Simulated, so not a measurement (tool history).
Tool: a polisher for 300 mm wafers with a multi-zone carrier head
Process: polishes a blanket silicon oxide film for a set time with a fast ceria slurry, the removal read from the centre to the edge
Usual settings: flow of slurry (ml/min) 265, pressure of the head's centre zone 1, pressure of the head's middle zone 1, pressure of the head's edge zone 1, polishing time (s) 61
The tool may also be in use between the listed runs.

run,hour,flow of slurry (ml/min),pressure of the head's centre zone,pressure of the head's middle zone,pressure of the head's edge zone,polishing time (s),wafers since the last listed run,wafers polished on this pad,hours since the slurry nozzle was cleaned,hours since the centre zone pressure was calibrated,hours since the edge zone pressure was calibrated,hours since the carrier head's membrane was replaced,"incoming thickness of the incoming film, nm",film removed at the wafer's centre (nm),film removed at mid-radius (nm),film removed at the wafer's edge (nm)
1,0,265,0.94,1,1,61,0,761,199.8,841.3,1090.7,1420.5,3205.9,437.9,429.3,443.4
2,29.5,265,0.94,1,1,61,251,1013,229.3,870.8,1120.2,1450,3210.5,422.8,416.6,421.3
3,42.2,265,0.94,1,1,61,108,1121,242,883.5,1132.9,1462.7,3222.5,430.3,416,430.5
4,65.8,265,1,1,1,61,201,1323,265.6,907.1,1156.5,1486.3,3219.1,442.2,408.5,436.9
5,94.1,265,1,1,1,61,241,1565,293.9,935.4,1184.8,1514.6,3215.6,438.1,402.3,419.7
# hour 100.2: worn pad replaced by a new one
6,107.6,215,1,1,1,61,81,63,307.4,948.9,1198.3,1528.1,3226,455.4,417.6,442.8
# hour 130.1: edge zone pressure recalibrated
7,139.5,215,1,1,1,61,255,318,339.3,980.8,9.4,1560,3153.5,456.7,418.4,431.7
8,163.1,180,1.09,1.08,1,50,201,520,362.9,1004.4,33,1583.6,3183.1,392.4,350.2,343.7
# hour 169.5: slurry nozzle cleaned
# hour 188.2: carrier head's membrane replaced by a new one
9,188.6,265,1,1,1,61,166,686,19.1,1029.9,58.5,0.4,3234.4,468.1,422.1,434.4
# hour 203.8: centre zone pressure recalibrated
10,215.9,295,1.04,0.95,1,68,216,902,46.4,12.1,85.8,27.7,3126.3,498.4,453.6,489.8
11,249.8,310,1,1.07,1,61,289,1192,80.3,46,119.7,61.6,3214.2,423.6,437,423.1
# hour 281.5: worn pad replaced by a new one
12,282,265,0.97,1,1,61,240,4,112.5,78.2,151.9,93.8,3232.7,427,429,433
13,313.7,265,1,1,1,61,270,274,144.2,109.9,183.6,125.5,3213,435.8,426.6,440.2
14,339.4,340,1,1.07,1.09,61,219,494,169.9,135.6,209.3,151.2,3138.2,452.4,454.5,465.9
15,374,310,1,1.07,1,61,295,789,204.5,170.2,243.9,185.8,3210.8,440.1,447.7,425.8

How the hidden state differs across the entries between the runs, from the last listed run before each to the first after it:
Between runs 5 and 6: worn pad replaced by a new one (hour 100.2)
  removal rate lost through wear of the pad, %: 6.44 -> 0.2; deviation of the centre zone's pressure from its setpoint, %: 9.52 -> 9.82
  measured less the result without the state, film removed at the wafer's centre (nm): +4.8 -> +34.1; film removed at mid-radius (nm): -27.9 -> -1; film removed at the wafer's edge (nm): -28.9 -> -0.9
Between runs 6 and 7: edge zone pressure recalibrated (hour 130.1)
  removal rate lost through wear of the pad, %: 0.2 -> 0.482; deviation of the centre zone's pressure from its setpoint, %: 9.82 -> 10.5
  measured less the result without the state, film removed at the wafer's centre (nm): +34.1 -> +35.4; film removed at mid-radius (nm): -1 -> -2.2; film removed at the wafer's edge (nm): -0.9 -> -2.1
Between runs 8 and 9: slurry nozzle cleaned (hour 169.5); carrier head's membrane replaced by a new one (hour 188.2)
  removal rate lost through wear of the pad, %: 0.939 -> 1.67; deviation of the centre zone's pressure from its setpoint, %: 11.1 -> 11.7
  measured less the result without the state, film removed at the wafer's centre (nm): +30 -> +34.9; film removed at mid-radius (nm): -3.5 -> -7.4; film removed at the wafer's edge (nm): -3.3 -> -7.4
Between runs 9 and 10: centre zone pressure recalibrated (hour 203.8)
  removal rate lost through wear of the pad, %: 1.67 -> 2.72; deviation of the centre zone's pressure from its setpoint, %: 11.7 -> 1.48
  measured less the result without the state, film removed at the wafer's centre (nm): +34.9 -> -7.6; film removed at mid-radius (nm): -7.4 -> -12.7; film removed at the wafer's edge (nm): -7.4 -> -13.7
Between runs 11 and 12: worn pad replaced by a new one (hour 281.5)
  removal rate lost through wear of the pad, %: 4.43 -> 0.706; deviation of the centre zone's pressure from its setpoint, %: 1.5 -> 1.55
  measured less the result without the state, film removed at the wafer's centre (nm): -14.1 -> +2.6; film removed at mid-radius (nm): -20.2 -> -3; film removed at the wafer's edge (nm): -19.6 -> -3
